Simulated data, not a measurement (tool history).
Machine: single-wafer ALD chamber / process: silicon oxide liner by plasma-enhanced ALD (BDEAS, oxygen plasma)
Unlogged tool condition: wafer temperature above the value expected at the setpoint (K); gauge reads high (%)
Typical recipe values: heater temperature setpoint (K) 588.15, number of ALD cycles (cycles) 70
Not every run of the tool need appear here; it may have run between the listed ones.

| run | hour | heater temperature setpoint (K) | number of ALD cycles (cycles) | wafers since the last listed run | hours since the last thermocouple change | hours since the gauge calibration | read-back reference wafer on the same gauge, thickness_nm | mean film thickness on the monitor wafer (nm) |
|---|---|---|---|---|---|---|---|---|
| 1 | 0 | 588.15 | 70 | 0 | 1931.4 | 119.6 | 6.217 | 7.025 |
| 2 | 22.1 | 588.15 | 70 | 115 | 1953.5 | 141.7 | 6.207 | 7.037 |
| 3 | 41.7 | 588.15 | 70 | 102 | 1973.1 | 161.3 | 6.21 | 7.032 |
| 4 | 61.3 | 588.15 | 70 | 102 | 1992.7 | 180.9 | 6.211 | 7.032 |
| 5 | 87.2 | 588.15 | 70 | 135 | 2018.6 | 206.8 | 6.211 | 7.024 |
| 6 | 105.6 | 588.15 | 70 | 96 | 2037 | 225.2 | 6.201 | 6.976 |
| 7 | 139.8 | 588.15 | 70 | 179 | 2071.2 | 259.4 | 6.21 | 7.009 |
| 8 | 167.5 | 588.15 | 70 | 145 | 2098.9 | 287.1 | 6.212 | 7.004 |
| 9 | 191 | 588.15 | 70 | 123 | 2122.4 | 310.6 | 6.207 | 7.01 |
| 10 | 209.4 | 588.15 | 70 | 96 | 2140.8 | 329 | 6.21 | 6.991 |
|  | 225.8 | thermocouple changed; heater temperature recalibrated |
| 11 | 238.3 | 588.15 | 70 | 109 | 12.5 | 357.9 | 6.218 | 7.027 |
| 12 | 252.7 | 588.15 | 70 | 75 | 26.9 | 372.3 | 6.211 | 7.014 |
| 13 | 277.4 | 588.15 | 70 | 129 | 51.6 | 397 | 6.203 | 7.018 |
| 14 | 300.9 | 588.15 | 70 | 123 | 75.1 | 420.5 | 6.209 | 7.016 |
| 15 | 314.3 | 601.15 | 59 | 70 | 88.5 | 433.9 | 6.209 | 5.792 |
| 16 | 347.5 | 588.15 | 70 | 174 | 121.7 | 467.1 | 6.209 | 7.004 |
|  | 381.2 | gauge calibrated |
| 17 | 382.6 | 574.15 | 70 | 183 | 156.8 | 1.4 | 6.21 | 7.214 |
| 18 | 418.5 | 581.15 | 58 | 188 | 192.7 | 37.3 | 6.219 | 5.897 |
| 19 | 432.1 | 595.15 | 77 | 71 | 206.3 | 50.9 | 6.21 | 7.601 |
| 20 | 450.6 | 579.15 | 79 | 96 | 224.8 | 69.4 | 6.212 | 8.025 |
| 21 | 468.1 | 588.15 | 58 | 91 | 242.3 | 86.9 | 6.211 | 5.815 |
| 22 | 494.1 | 588.15 | 70 | 136 | 268.3 | 112.9 | 6.21 | 7.011 |
| 23 | 518.1 | 592.15 | 62 | 125 | 292.3 | 136.9 | 6.208 | 6.18 |
| 24 | 544.1 | 584.15 | 82 | 136 | 318.3 | 162.9 | 6.207 | 8.278 |
| 25 | 577.2 | 574.15 | 60 | 173 | 351.4 | 196 | 6.213 | 6.18 |
| 26 | 610.6 | 588.15 | 70 | 175 | 384.8 | 229.4 | 6.211 | 7.056 |
| 27 | 628.1 | 588.15 | 70 | 91 | 402.3 | 246.9 | 6.21 | 7.002 |
| 28 | 661.9 | 582.15 | 74 | 177 | 436.1 | 280.7 | 6.202 | 7.458 |

Below are 3 alternative next runs, each starting from the tool's condition after run 28. Predict each:
| A | 662.4 | 588.15 | 82 | 2 | 436.6 | 281.2 | ? | ? |
| B | 662.4 | 584.15 | 74 | 2 | 436.6 | 281.2 | ? | ? |
| C | 662.4 | 576.15 | 70 | 2 | 436.6 | 281.2 | ? | ? |

| run | read-back reference wafer on the same gauge, thickness_nm | mean film thickness on the monitor wafer (nm) |
|---|---|---|
| A | 6.204 | 8.224 |
| B | 6.204 | 7.47 |
| C | 6.204 | 7.158 |
Stripped of hidden state, with their random variation kept, the same runs would have yielded:
| run | mean film thickness on the monitor wafer (nm) |
|---|---|
| A | 8.224 |
| B | 7.47 |
| C | 7.158 |
